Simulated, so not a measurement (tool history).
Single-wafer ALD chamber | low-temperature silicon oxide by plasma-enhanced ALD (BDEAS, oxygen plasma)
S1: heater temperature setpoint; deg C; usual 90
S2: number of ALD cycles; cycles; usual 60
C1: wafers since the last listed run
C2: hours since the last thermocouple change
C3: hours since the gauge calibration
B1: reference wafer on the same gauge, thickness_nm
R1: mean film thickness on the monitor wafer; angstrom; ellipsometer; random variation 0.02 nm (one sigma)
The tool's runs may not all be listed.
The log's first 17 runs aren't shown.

| run | hour | S1 | S2 | C1 | C2 | C3 | B1 | R1 |
|---|---|---|---|---|---|---|---|---|
| 18 | 249.8 | 90 | 60 | 48 | 951.1 | 116.2 | 7.639 | 93.11 |
| 19 | 260.5 | 90 | 60 | 36 | 961.8 | 126.9 | 7.643 | 92.72 |
| 20 | 271.9 | 96 | 71 | 39 | 973.2 | 138.3 | 7.643 | 108.01 |
|  | 281.2 | thermocouple changed; heater temperature recalibrated |
| 21 | 284 | 90 | 52 | 14 | 2.8 | 150.4 | 7.642 | 80.74 |
| 22 | 291.2 | 90 | 57 | 24 | 10 | 157.6 | 7.64 | 87.9 |
| 23 | 297.3 | 80 | 60 | 20 | 16.1 | 163.7 | 7.638 | 95.33 |
| 24 | 314.5 | 100 | 69 | 59 | 33.3 | 180.9 | 7.638 | 103.46 |
| 25 | 323.9 | 76 | 55 | 32 | 42.7 | 190.3 | 7.637 | 88.96 |
| 26 | 338 | 84 | 60 | 48 | 56.8 | 204.4 | 7.639 | 94.55 |
| 27 | 347 | 97 | 60 | 30 | 65.8 | 213.4 | 7.641 | 90.77 |
| 28 | 364.2 | 90 | 60 | 59 | 83 | 230.6 | 7.64 | 92.74 |
| 29 | 371.2 | 95 | 65 | 24 | 90 | 237.6 | 7.644 | 98.83 |
| 30 | 383.2 | 90 | 60 | 41 | 102 | 249.6 | 7.637 | 92.75 |

Forecast each of these 3 alternatives for the next run:
| A | 383.7 | 90 | 60 | 1 | 102.5 | 250.1 | ? | ? |
| B | 383.7 | 81 | 60 | 1 | 102.5 | 250.1 | ? | ? |
| C | 383.7 | 85 | 70 | 1 | 102.5 | 250.1 | ? | ? |

| run | B1 | R1 |
|---|---|---|
| A | 7.643 | 92.71 |
| B | 7.643 | 95.27 |
| C | 7.643 | 109.82 |
Without the tool's hidden state the same runs would have given:
| run | R1 |
|---|---|
| A | 92.71 |
| B | 95.27 |
| C | 109.82 |
